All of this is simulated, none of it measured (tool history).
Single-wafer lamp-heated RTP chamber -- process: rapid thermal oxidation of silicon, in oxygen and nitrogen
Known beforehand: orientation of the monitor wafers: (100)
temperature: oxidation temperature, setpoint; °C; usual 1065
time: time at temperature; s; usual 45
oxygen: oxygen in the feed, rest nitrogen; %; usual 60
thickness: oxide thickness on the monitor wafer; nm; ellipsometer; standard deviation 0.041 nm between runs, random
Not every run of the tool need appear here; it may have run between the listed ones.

run    hour  temperature  time  oxygen  wafers since the last listed run  wafers since the last pyrometer calibration  hours since the oxygen flow controller was replaced  hours since the gauge calibration  read-back reference wafer on the same gauge, thickness  thickness
  1     0.0         1065    45      60                                 0                                         2222                                               1044.3                              170.8                                                   7.557      7.550
  2    81.9         1065    45      60                               529                                         2752                                               1126.2                              252.7                                                   7.562      7.538
  3   123.2         1065    45      60                               267                                         3019                                               1167.5                              294.0                                                   7.548      7.586
  4   188.3         1047    54      60                               421                                         3440                                               1232.6                              359.1                                                   7.552      7.337
  5   290.6         1047    54      60                               661                                         4102                                               1334.9                              461.4                                                   7.554      7.364
  6   328.5         1047    54      60                               245                                         4347                                               1372.8                              499.3                                                   7.565      7.489
  7   430.5         1065    45      39                               659                                         5007                                               1474.8                              601.3                                                   7.588      6.666
  8   491.6         1065    45      60                               395                                         5402                                               1535.9                              662.4                                                   7.559      7.792
      513.3  -- pyrometer window cleaned and pyrometer calibrated
  9   535.6         1065    45      60                               232                                          144                                               1579.9                              706.4                                                   7.541      7.368
 10   596.8         1065    45      60                               395                                          540                                               1641.1                              767.6                                                   7.545      7.429
 11   672.9         1065    45      60                               492                                         1032                                               1717.2                              843.7                                                   7.558      7.485
 12   882.7         1058    34      60                              1357                                         2389                                               1927.0                             1053.5                                                   7.532      6.371
      928.9  -- gauge calibrated
 13   964.2         1058    34      60                               527                                         2917                                               2008.5                               35.3                                                   7.562      6.452
 14  1070.4         1058    34      60                               687                                         3604                                               2114.7                              141.5                                                   7.557      6.470
 15  1121.0         1065    45      60                               327                                         3931                                               2165.3                              192.1                                                   7.570      7.785
 16  1179.6         1085    45      60                               379                                         4310                                               2223.9                              250.7                                                   7.563      8.832
 17  1247.7         1065    45      39                               440                                         4751                                               2292.0                              318.8                                                   7.570      6.651
 18  1291.0         1065    45      60                               280                                         5031                                               2335.3                              362.1                                                   7.558      7.780
     1321.8  -- oxygen flow controller replaced
 19  1353.7         1065    45      84                               353                                         5385                                                 31.9                              424.8                                                   7.562      8.861
     1362.9  -- pyrometer window cleaned and pyrometer calibrated
 20  1419.7         1054    63      60                               375                                          367                                                 97.9                              490.8                                                   7.572      8.049
 21  1480.9         1043    38      37                               395                                          763                                                159.1                              552.0                                                   7.559      5.135
 22  1539.2         1082    45      33                               377                                         1140                                                217.4                              610.3                                                   7.560      6.781
 23  1581.9         1088    39      75                               276                                         1416                                                260.1                              653.0                                                   7.570      8.864
 24  1671.1         1052    56      42                               577                                         1993                                                349.3                              742.2                                                   7.558      6.732
 25  1751.1         1047    54      60                               517                                         2511                                                429.3                              822.2                                                   7.563      7.302
 26  1832.7         1054    54      78                               527                                         3039                                                510.9                              903.8                                                   7.577      8.467
 27  1901.2         1074    62      32                               443                                         3482                                                579.4                              972.3                                                   7.571      7.573
 28  1945.0         1074    58      45                               283                                         3765                                                623.2                             1016.1                                                   7.563      8.238

Measured result minus the same run's result without the hidden state. Both carry the same run-to-run variation, though not necessarily the same gauge scatter:
What the log doesn't record here: true wafer temperature minus pyrometer reading, K; deviation of the oxygen flow from its setpoint, %; gauge reads high (%).
run  thickness
  1     +0.195
  2     +0.235
  3     +0.257
  4     +0.287
  5     +0.338
  6     +0.361
  7     +0.353
  8     +0.447
  9     +0.039
 10     +0.070
 11     +0.109
 12     +0.181
 13     +0.217
 14     +0.262
 15     +0.340
 16     +0.407
 17     +0.341
 18     +0.424
 19     +0.519
 20     +0.064
 21     +0.060
 22     +0.103
 23     +0.160
 24     +0.167
 25     +0.223
 26     +0.303
 27     +0.293
 28     +0.342

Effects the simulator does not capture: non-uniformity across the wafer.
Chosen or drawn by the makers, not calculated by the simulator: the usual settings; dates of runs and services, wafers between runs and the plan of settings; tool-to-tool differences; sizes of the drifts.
